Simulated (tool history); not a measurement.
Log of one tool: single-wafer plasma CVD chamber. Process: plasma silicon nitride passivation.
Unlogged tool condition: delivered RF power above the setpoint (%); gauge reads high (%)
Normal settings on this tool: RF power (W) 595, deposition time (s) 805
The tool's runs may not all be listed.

run,hour,RF power (W),deposition time (s),wafers since the last listed run,hours since the last RF generator calibration,hours since the showerhead was replaced,hours since the gauge calibration,"read-back reference wafer on the same gauge, thickness_nm",mean film thickness on the monitor wafer (angstrom)
1,0.0,595,805,0,752.0,5791.3,650.4,1339.794,12411.91
2,48.5,595,805,116,800.5,5839.8,698.9,1339.522,12360.96
3,152.6,640,851,250,904.6,5943.9,803.0,1340.495,13490.13
4,242.9,640,851,217,994.9,6034.2,893.3,1342.067,13487.67
5,321.0,640,851,187,1073.0,6112.3,971.4,1340.606,13454.96
# hour 507.9: gauge calibrated
# hour 612.7: RF generator calibrated
6,618.0,595,805,695,5.3,6409.3,110.1,1340.509,12257.65
7,654.2,595,805,87,41.5,6445.5,146.3,1339.014,12137.17
8,723.0,595,805,165,110.3,6514.3,215.1,1340.811,12159.25
9,815.2,595,805,221,202.5,6606.5,307.3,1340.244,12149.42
# hour 879.1: RF generator calibrated, repeated, since the last time left the tool worse
10,919.6,655,805,231,40.5,6710.9,411.7,1341.263,13278.11
11,1023.5,640,805,249,144.4,6814.8,515.6,1340.403,13046.23
12,1085.6,515,849,149,206.5,6876.9,577.7,1339.399,12425.40
13,1179.9,525,805,226,300.8,6971.2,672.0,1339.611,11873.07
# hour 1250.1: showerhead replaced
14,1277.7,650,702,216,398.6,27.6,769.8,1341.642,11367.66
15,1329.1,595,805,123,450.0,79.0,821.2,1338.177,12537.54
16,1423.3,495,652,226,544.2,173.2,915.4,1338.123,9354.00
# hour 1602.6: gauge calibrated
17,1626.0,545,927,487,746.9,375.9,23.4,1341.946,13835.17

Here are 5 independent what-if runs from the current tool condition. What would each one return?
A,1626.6,520,805,1,747.5,376.5,24.0,?,?
B,1626.6,660,929,1,747.5,376.5,24.0,?,?
C,1626.6,650,805,1,747.5,376.5,24.0,?,?
D,1626.6,710,805,1,747.5,376.5,24.0,?,?
E,1626.6,595,717,1,747.5,376.5,24.0,?,?

run,"read-back reference wafer on the same gauge, thickness_nm",mean film thickness on the monitor wafer (angstrom)
A,1339.770,11757.39
B,1339.770,14978.03
C,1339.770,12900.19
D,1339.770,13356.16
E,1339.770,11085.79
What these runs would have given with no unlogged condition in the tool:
run,mean film thickness on the monitor wafer (angstrom)
A,11979.76
B,15261.31
C,13144.17
D,13608.76
E,11295.45

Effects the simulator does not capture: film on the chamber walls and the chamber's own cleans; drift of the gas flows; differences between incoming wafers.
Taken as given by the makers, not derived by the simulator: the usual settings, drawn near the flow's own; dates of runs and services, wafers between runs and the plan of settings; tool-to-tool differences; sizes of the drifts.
